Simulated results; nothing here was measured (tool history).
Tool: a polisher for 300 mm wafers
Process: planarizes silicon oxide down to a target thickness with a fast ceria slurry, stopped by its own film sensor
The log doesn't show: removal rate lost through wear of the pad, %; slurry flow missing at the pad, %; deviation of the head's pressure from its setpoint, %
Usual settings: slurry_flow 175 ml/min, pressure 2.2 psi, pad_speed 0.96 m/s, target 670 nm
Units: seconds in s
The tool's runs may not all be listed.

run    hour  slurry_flow  pressure  pad_speed  target  wafers since the last listed run  wafers polished on this pad  hours since the slurry nozzle was cleaned  hours since the head pressure was calibrated  incoming thickness of the incoming film, nm  seconds
  1     0.0          175       2.2       1.16     729                                 0                         1717                                      602.8                                          81.3                                       1131.0     34.8
  2    80.1          175       2.2       0.82     670                               781                         2499                                      682.9                                         161.4                                       1099.6     53.6
  3   142.1          175       2.2       0.82     670                               605                         3104                                      744.9                                         223.4                                       1138.9     58.6
  4   178.6          175       2.2       0.96     670                               356                         3460                                      781.4                                         259.9                                       1108.1     48.4
      215.5  -- worn pad replaced by a new one
  5   260.5          175       2.2       0.96     670                               760                          439                                      863.3                                         341.8                                       1119.9     52.2
  6   337.6          175       2.2       1.20     670                               752                         1191                                      940.4                                         418.9                                       1139.8     43.1
      343.4  -- slurry nozzle cleaned
      380.9  -- head pressure recalibrated
  7   421.2          175       2.2       0.96     732                               786                         1978                                       77.8                                          40.3                                       1102.6     37.9
  8   527.6          175       2.2       0.96     670                              1038                         3016                                      184.2                                         146.7                                       1121.4     47.5
      567.6  -- worn pad replaced by a new one
  9   606.7          175       2.2       0.96     670                               732                          381                                      263.3                                         225.8                                       1120.7     47.2
 10   702.0          175       2.2       0.96     670                               930                         1311                                      358.6                                         321.1                                       1101.1     49.5
 11   742.0          175       2.2       1.12     670                               390                         1701                                      398.6                                         361.1                                       1108.1     41.2
 12   832.5          175       2.2       1.12     670                               883                         2584                                      489.1                                         451.6                                       1118.4     45.2
      847.2  -- head pressure recalibrated
 13   924.3          175       2.2       1.16     563                               876                         3461                                      580.9                                          77.1                                       1129.3     48.6
      949.4  -- worn pad replaced by a new one
 14  1009.1          150       2.7       0.76     670                               788                          582                                      665.7                                         161.9                                       1106.5     48.0
 15  1068.5          175       2.2       0.96     670                               579                         1162                                      725.1                                         221.3                                       1138.4     51.6
 16  1146.8          130       2.9       1.18     793                               764                         1926                                      803.4                                         299.6                                       1098.7     21.8
     1162.6  -- slurry nozzle cleaned
 17  1196.5          200       2.2       0.96     670                               475                         2401                                       33.9                                         349.3                                       1117.9     48.6
     1306.1  -- worn pad replaced by a new one
 18  1306.6          175       2.2       0.96     554                              1035                            5                                      144.0                                         459.4                                       1107.0     63.0
     1318.4  -- head pressure recalibrated
 19  1386.6          190       2.2       0.74     670                               761                          766                                      224.0                                          68.2                                       1138.6     59.7
 20  1477.4          230       2.9       1.28     670                               886                         1652                                      314.8                                         159.0                                       1119.2     26.0
 21  1528.7          230       1.4       0.78     670                               500                         2152                                      366.1                                         210.3                                       1129.6     90.5
 22  1634.2          195       2.2       0.70     670                              1029                         3182                                      471.6                                         315.8                                       1125.5     65.3
     1697.7  -- worn pad replaced by a new one
     1823.6  -- head pressure recalibrated
 23  1889.0          125       1.5       0.96     758                              2427                         1847                                      726.4                                          65.4                                       1118.7     59.6
     1899.2  -- slurry nozzle cleaned
 24  1961.5          175       2.2       0.96     670                               697                         2545                                       62.3                                         137.9                                       1117.8     48.6

4 ways to go on from here, each from the tool as it stands after run 24. What would each give?
  A  1961.9          225       2.2       0.96     670                                 3                         2549                                       62.7                                         138.3                                       1135.6        ?
  B  1961.9          175       2.2       0.96     717                                 3                         2549                                       62.7                                         138.3                                       1135.6        ?
  C  1961.9          215       3.0       0.84     803                                 3                         2549                                       62.7                                         138.3                                       1135.6        ?
  D  1961.9          140       2.2       0.96     670                                 3                         2549                                       62.7                                         138.3                                       1135.6        ?

run  seconds
  A     47.5
  B     44.3
  C     28.6
  D     51.4
Without the tool's hidden state the same runs would have given:
run  seconds
  A     45.1
  B     42.0
  C     27.1
  D     48.7
